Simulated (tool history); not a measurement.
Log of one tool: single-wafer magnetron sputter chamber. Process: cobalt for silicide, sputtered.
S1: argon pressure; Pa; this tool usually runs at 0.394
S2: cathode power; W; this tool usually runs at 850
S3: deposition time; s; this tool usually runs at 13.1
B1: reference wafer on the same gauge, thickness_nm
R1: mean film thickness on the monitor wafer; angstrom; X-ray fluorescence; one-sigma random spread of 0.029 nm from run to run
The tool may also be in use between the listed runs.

run     day     S1   S2    S3     B1     R1
  1   0.000  0.394  850  14.5  6.016  56.91
  2   1.192  0.394  850  13.1  6.025  50.57
  3   3.925  0.394  850  13.1  6.023  50.36
  4   6.142  0.394  850  13.1  6.029  50.71
  5   8.904  0.394  850  13.1  6.023  49.98
  6  10.683  0.394  850  13.1  6.029  49.86
  7  12.592  0.394  850  13.1  6.014  49.58
  8  14.158  0.394  850  12.3  6.024  46.35
  9  15.454  0.394  850  12.3  6.018  45.82
     17.138  -- sputter target and shields replaced
     17.833  -- capacitance manometer re-zeroed and calibrated
 10  18.017  0.394  850  13.1  6.024  51.36
 11  20.504  0.394  850  13.1  6.025  50.60
 12  25.983  0.343  850  15.0  6.024  57.52
 13  28.483  0.344  800  14.5  6.018  52.49
 14  30.296  0.491  750  12.3  6.012  41.27
     31.179  -- gauge calibrated
 15  31.992  0.394  850  13.1  6.026  49.03
     32.775  -- magnet pack replaced, of another model than before
 16  33.996  0.521  850  13.1  6.020  48.22
 17  35.296  0.343  750  11.7  6.023  39.41
     38.404  -- sputter target and shields replaced
 18  38.425  0.394  850  13.1  6.022  52.27
 19  40.971  0.324  800  13.9  6.018  52.67

Run 20 is up next; what results do you expect?
 20  49.488  0.394  850  13.1   ?   ?

B1: 6.016
R1: 49.85 angstrom
Had the tool carried no hidden state, the very same run would have given R1 51.88 angstrom.

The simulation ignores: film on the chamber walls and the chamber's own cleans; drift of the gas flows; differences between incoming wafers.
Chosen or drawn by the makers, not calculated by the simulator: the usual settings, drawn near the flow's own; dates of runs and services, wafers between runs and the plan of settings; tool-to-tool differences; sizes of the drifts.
